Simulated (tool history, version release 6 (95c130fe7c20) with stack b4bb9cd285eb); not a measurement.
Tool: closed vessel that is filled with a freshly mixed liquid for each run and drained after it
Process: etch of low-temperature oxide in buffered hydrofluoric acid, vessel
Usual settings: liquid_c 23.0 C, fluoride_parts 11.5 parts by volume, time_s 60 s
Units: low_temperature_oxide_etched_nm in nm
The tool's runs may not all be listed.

run	hour	liquid_c	fluoride_parts	time_s	wafers since the last listed run	hours since the thermometer was replaced	hours since the hydrofluoric acid flow meter was replaced	hours since the gauge calibration	read-back film thickness of the low-temperature oxide reference wafer, read on the same gauge (nm)	low_temperature_oxide_etched_nm
1	0.0	26.5	11.5	60	0	802.5	1555.7	340.7	79.97	198.36
2	33.6	26.5	11.5	60	3536	836.1	1589.3	374.3	80.00	198.58
3	48.0	26.5	11.5	60	1515	850.5	1603.7	388.7	79.96	193.93
4	60.5	23.0	11.5	60	1315	863.0	1616.2	401.2	80.00	162.93
5	74.2	23.0	11.5	60	1441	876.7	1629.9	414.9	79.99	162.45
6	94.3	23.0	11.5	60	2115	896.8	1650.0	435.0	80.01	161.44
7	111.5	23.0	9.5	60	1810	914.0	1667.2	452.2	80.01	192.07
8	137.7	23.0	11.5	60	2757	940.2	1693.4	478.4	79.98	157.78
9	164.0	23.0	11.5	60	2768	966.5	1719.7	504.7	79.99	160.87
10	196.1	23.0	11.5	60	3378	998.6	1751.8	536.8	79.96	157.12
# hour 268.4: gauge calibrated
11	303.0	23.0	11.5	50	11251	1105.5	1858.7	34.6	80.02	128.19
12	333.7	23.0	11.5	50	3231	1136.2	1889.4	65.3	80.01	129.03
# hour 352.0: thermometer replaced
13	366.0	23.0	11.5	60	3294	14.0	1921.7	97.6	80.03	176.88
# hour 397.0: hydrofluoric acid flow meter replaced
14	398.6	23.0	11.5	60	3326	46.6	1.6	130.2	80.01	191.55
15	429.1	26.0	7.0	50	3210	77.1	32.1	160.7	79.99	299.90
16	449.2	23.0	10.0	60	2115	97.2	52.2	180.8	80.00	218.45
17	471.7	20.0	9.0	35	2368	119.7	74.7	203.3	79.97	116.19
18	486.8	24.5	14.0	30	1589	134.8	89.8	218.4	79.97	84.51
19	511.2	20.5	12.5	80	2568	159.2	114.2	242.8	80.02	200.42
20	529.8	26.0	7.5	75	1957	177.8	132.8	261.4	79.99	415.69
21	559.7	20.0	15.5	30	3147	207.7	162.7	291.3	80.02	57.76
22	583.4	23.0	11.5	60	2494	231.4	186.4	315.0	80.01	185.92
23	601.4	23.0	11.5	60	1894	249.4	204.4	333.0	80.02	181.87
24	633.9	23.0	11.5	60	3420	281.9	236.9	365.5	80.01	183.00
25	662.9	24.5	11.5	75	3052	310.9	265.9	394.5	79.98	248.69
26	696.5	18.0	11.5	70	3536	344.5	299.5	428.1	80.02	159.13
27	727.0	23.0	14.0	60	3210	375.0	330.0	458.6	80.02	147.69
28	752.6	23.0	11.5	85	2694	400.6	355.6	484.2	79.99	258.76

Measured less the same run without the tool's hidden state. The same run-to-run variation is in both; the gauge's scatter may not be:
The hidden state here: liquid colder than its thermometer reads (K); hydrofluoric acid flow below the setpoint (%); gauge reads high (%).
run	low_temperature_oxide_etched_nm
1	-39.91
2	-41.41
3	-41.02
4	-35.44
5	-35.81
6	-36.33
7	-39.74
8	-37.04
9	-38.70
10	-39.01
11	-34.99
12	-36.21
13	-21.41
14	-5.74
15	-10.76
16	-8.58
17	-4.63
18	-3.90
19	-10.28
20	-22.93
21	-3.54
22	-11.94
23	-12.38
24	-13.53
25	-19.66
26	-14.07
27	-13.61
28	-25.12
